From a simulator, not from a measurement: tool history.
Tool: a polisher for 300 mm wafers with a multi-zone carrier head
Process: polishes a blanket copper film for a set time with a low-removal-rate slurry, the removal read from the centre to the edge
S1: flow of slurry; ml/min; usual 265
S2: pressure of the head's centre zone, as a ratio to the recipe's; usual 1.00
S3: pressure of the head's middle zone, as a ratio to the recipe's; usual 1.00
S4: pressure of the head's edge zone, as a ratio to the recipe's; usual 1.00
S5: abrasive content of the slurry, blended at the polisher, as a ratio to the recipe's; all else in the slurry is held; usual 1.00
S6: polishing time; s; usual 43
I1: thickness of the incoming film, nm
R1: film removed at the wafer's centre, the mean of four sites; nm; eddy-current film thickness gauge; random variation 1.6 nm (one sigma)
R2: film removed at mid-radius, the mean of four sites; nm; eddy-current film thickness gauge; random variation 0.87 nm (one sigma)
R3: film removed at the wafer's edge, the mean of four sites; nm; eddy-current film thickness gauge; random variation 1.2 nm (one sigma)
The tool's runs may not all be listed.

run 1 hour=0.0 | S1=265 S2=1.00 S3=1.00 S4=1.00 S5=1.00 S6=43 | I1=925.8 | R1=133.0 R2=134.9 R3=133.8
run 2 hour=16.8 | S1=265 S2=1.00 S3=1.00 S4=1.00 S5=1.00 S6=43 | I1=917.7 | R1=131.0 R2=132.7 R3=131.3
-- hour=25.3 worn pad replaced by a new one
run 3 hour=42.8 | S1=265 S2=1.00 S3=1.09 S4=1.00 S5=1.00 S6=43 | I1=938.3 | R1=139.3 R2=150.9 R3=137.4
-- hour=47.2 slurry nozzle cleaned
run 4 hour=109.5 | S1=265 S2=1.00 S3=1.09 S4=1.00 S5=1.00 S6=43 | I1=930.1 | R1=133.9 R2=145.4 R3=136.4
-- hour=131.0 worn pad replaced by a new one
run 5 hour=142.1 | S1=265 S2=1.00 S3=1.00 S4=1.00 S5=1.00 S6=43 | I1=941.7 | R1=133.8 R2=139.2 R3=137.4
run 6 hour=161.9 | S1=265 S2=1.00 S3=1.00 S4=1.00 S5=1.00 S6=43 | I1=915.0 | R1=136.6 R2=139.3 R3=137.7
-- hour=180.7 centre zone pressure recalibrated
run 7 hour=195.8 | S1=265 S2=1.00 S3=1.00 S4=1.00 S5=1.00 S6=43 | I1=931.6 | R1=134.0 R2=136.5 R3=135.9
run 8 hour=220.7 | S1=315 S2=1.00 S3=1.00 S4=1.00 S5=1.00 S6=43 | I1=929.7 | R1=139.4 R2=135.0 R3=134.9
run 9 hour=237.8 | S1=315 S2=1.00 S3=1.00 S4=1.00 S5=1.00 S6=43 | I1=938.0 | R1=135.2 R2=134.2 R3=136.4
-- hour=258.5 worn pad replaced by a new one
-- hour=266.1 carrier head's membrane replaced by a new one, of another model than before
run 10 hour=266.6 | S1=265 S2=1.00 S3=1.00 S4=1.00 S5=1.00 S6=43 | I1=945.6 | R1=137.2 R2=139.5 R3=138.3
run 11 hour=279.0 | S1=265 S2=1.00 S3=0.91 S4=1.00 S5=1.15 S6=53 | I1=941.4 | R1=175.1 R2=166.9 R3=177.1
-- hour=285.8 edge zone pressure recalibrated
run 12 hour=296.6 | S1=205 S2=1.09 S3=1.00 S4=1.00 S5=1.00 S6=55 | I1=941.7 | R1=183.3 R2=171.9 R3=171.8
run 13 hour=322.1 | S1=265 S2=1.09 S3=0.96 S4=1.12 S5=1.00 S6=30 | I1=917.8 | R1=100.0 R2=93.0 R3=103.6
run 14 hour=336.1 | S1=265 S2=1.00 S3=1.07 S4=1.00 S5=1.00 S6=43 | I1=925.8 | R1=133.2 R2=139.5 R3=133.1
run 15 hour=355.8 | S1=265 S2=1.00 S3=1.12 S4=0.94 S5=1.00 S6=50 | I1=948.0 | R1=152.2 R2=164.4 R3=147.6
-- hour=369.4 worn pad replaced by a new one
run 16 hour=369.9 | S1=220 S2=1.00 S3=1.00 S4=1.00 S5=1.00 S6=52 | I1=916.0 | R1=162.9 R2=165.9 R3=168.7
-- hour=371.1 slurry nozzle cleaned
run 17 hour=388.8 | S1=305 S2=1.00 S3=1.06 S4=1.00 S5=1.00 S6=54 | I1=913.0 | R1=174.0 R2=180.4 R3=177.5
run 18 hour=409.3 | S1=265 S2=1.00 S3=1.04 S4=0.94 S5=1.00 S6=43 | I1=929.9 | R1=135.1 R2=140.4 R3=131.2
run 19 hour=458.8 | S1=265 S2=1.00 S3=1.00 S4=1.00 S5=1.00 S6=31 | I1=912.7 | R1=94.2 R2=97.4 R3=98.1
run 20 hour=492.8 | S1=265 S2=0.91 S3=1.00 S4=1.00 S5=0.75 S6=43 | I1=922.3 | R1=111.9 R2=123.6 R3=123.1
-- hour=497.1 worn pad replaced by a new one
run 21 hour=507.5 | S1=265 S2=1.00 S3=1.00 S4=1.00 S5=1.00 S6=43 | I1=936.5 | R1=137.4 R2=139.3 R3=138.7

4 ways to go on from here, each from the tool as it stands after run 21. What would each give?
run A hour=507.9 | S1=265 S2=1.10 S3=1.00 S4=1.00 S5=1.00 S6=43 | I1=937.3 | R1=? R2=? R3=?
run B hour=507.9 | S1=265 S2=1.12 S3=1.00 S4=1.00 S5=1.00 S6=43 | I1=937.3 | R1=? R2=? R3=?
run C hour=507.9 | S1=265 S2=1.00 S3=1.00 S4=1.00 S5=0.90 S6=43 | I1=937.3 | R1=? R2=? R3=?
run D hour=507.9 | S1=230 S2=1.00 S3=1.00 S4=0.97 S5=1.00 S6=43 | I1=937.3 | R1=? R2=? R3=?

run=A R1=146.5 R2=138.1 R3=139.6
run=B R1=148.5 R2=138.1 R3=139.6
run=C R1=133.7 R2=135.4 R3=136.9
run=D R1=134.4 R2=136.3 R3=135.0
Without the tool's hidden state the same runs would have given:
run=A R1=147.3 R2=138.9 R3=140.4
run=B R1=149.4 R2=138.8 R3=140.4
run=C R1=134.5 R2=136.2 R3=137.7
run=D R1=135.2 R2=137.1 R3=135.8
